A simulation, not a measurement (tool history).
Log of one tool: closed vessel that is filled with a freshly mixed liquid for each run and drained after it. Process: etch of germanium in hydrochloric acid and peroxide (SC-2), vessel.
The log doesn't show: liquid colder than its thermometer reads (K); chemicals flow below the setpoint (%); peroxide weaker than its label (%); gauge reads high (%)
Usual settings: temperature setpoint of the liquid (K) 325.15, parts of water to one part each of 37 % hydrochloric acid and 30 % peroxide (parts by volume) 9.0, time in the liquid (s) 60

run	hour	temperature setpoint of the liquid (K)	parts of water to one part each of 37 % hydrochloric acid and 30 % peroxide (parts by volume)	time in the liquid (s)	wafers since the last listed run	hours since the thermometer was replaced	hours since the chemicals flow meter was replaced	hours since the drum of peroxide was connected	hours since the gauge calibration	read-back film thickness of the germanium reference wafer, read on the same gauge (nm)	thickness taken off the germanium on a monitor wafer (Å)
1	0.0	318.15	9.0	70	0	1698.9	1679.0	611.5	336.0	129.96	1899.1
2	38.1	329.65	9.0	60	5225	1737.0	1717.1	649.6	374.1	130.04	2354.3
3	137.4	325.15	9.0	60	13620	1836.3	1816.4	748.9	473.4	130.00	2031.2
4	208.1	325.15	9.0	60	9697	1907.0	1887.1	819.6	544.1	130.05	2029.9
5	276.6	325.15	9.0	60	9395	1975.5	1955.6	888.1	612.6	130.01	2014.3
# hour 283.4: thermometer replaced
# hour 301.2: chemicals flow meter replaced
# hour 301.7: gauge calibrated
# hour 303.2: new drum of peroxide connected
6	318.1	325.15	9.0	60	5280	34.7	16.9	14.9	16.4	129.99	2132.3
7	354.7	325.15	9.0	60	5020	71.3	53.5	51.5	53.0	129.98	2128.4
8	396.5	325.15	9.0	45	5733	113.1	95.3	93.3	94.8	129.97	1591.7
9	454.4	320.15	11.5	40	7941	171.0	153.2	151.2	152.7	129.98	1181.4
10	511.9	325.15	9.0	60	7886	228.5	210.7	208.7	210.2	130.01	2119.3
11	542.4	325.15	9.0	60	4183	259.0	241.2	239.2	240.7	130.03	2113.9
12	580.2	325.15	7.0	85	5184	296.8	279.0	277.0	278.5	129.99	3054.5
13	613.9	320.65	9.0	60	4622	330.5	312.7	310.7	312.2	130.07	1838.4
14	642.7	333.65	13.0	80	3950	359.3	341.5	339.5	341.0	130.01	3496.1
15	669.0	321.15	9.0	60	3607	385.6	367.8	365.8	367.3	130.05	1866.7

5 ways to go on from here, each from the tool as it stands after run 15. What would each give?
A	669.7	325.15	9.0	60	96	386.3	368.5	366.5	368.0	?	?
B	669.7	325.15	5.0	45	96	386.3	368.5	366.5	368.0	?	?
C	669.7	327.65	9.0	60	96	386.3	368.5	366.5	368.0	?	?
D	669.7	317.65	7.0	85	96	386.3	368.5	366.5	368.0	?	?
E	669.7	322.15	5.5	85	96	386.3	368.5	366.5	368.0	?	?

run	read-back film thickness of the germanium reference wafer, read on the same gauge (nm)	thickness taken off the germanium on a monitor wafer (Å)
A	129.97	2104.5
B	129.97	1627.8
C	129.97	2274.1
D	129.97	2379.6
E	129.97	2784.5
Without the tool's hidden state the same runs would have given:
run	thickness taken off the germanium on a monitor wafer (Å)
A	2137.6
B	1653.9
C	2309.3
D	2419.4
E	2830.0

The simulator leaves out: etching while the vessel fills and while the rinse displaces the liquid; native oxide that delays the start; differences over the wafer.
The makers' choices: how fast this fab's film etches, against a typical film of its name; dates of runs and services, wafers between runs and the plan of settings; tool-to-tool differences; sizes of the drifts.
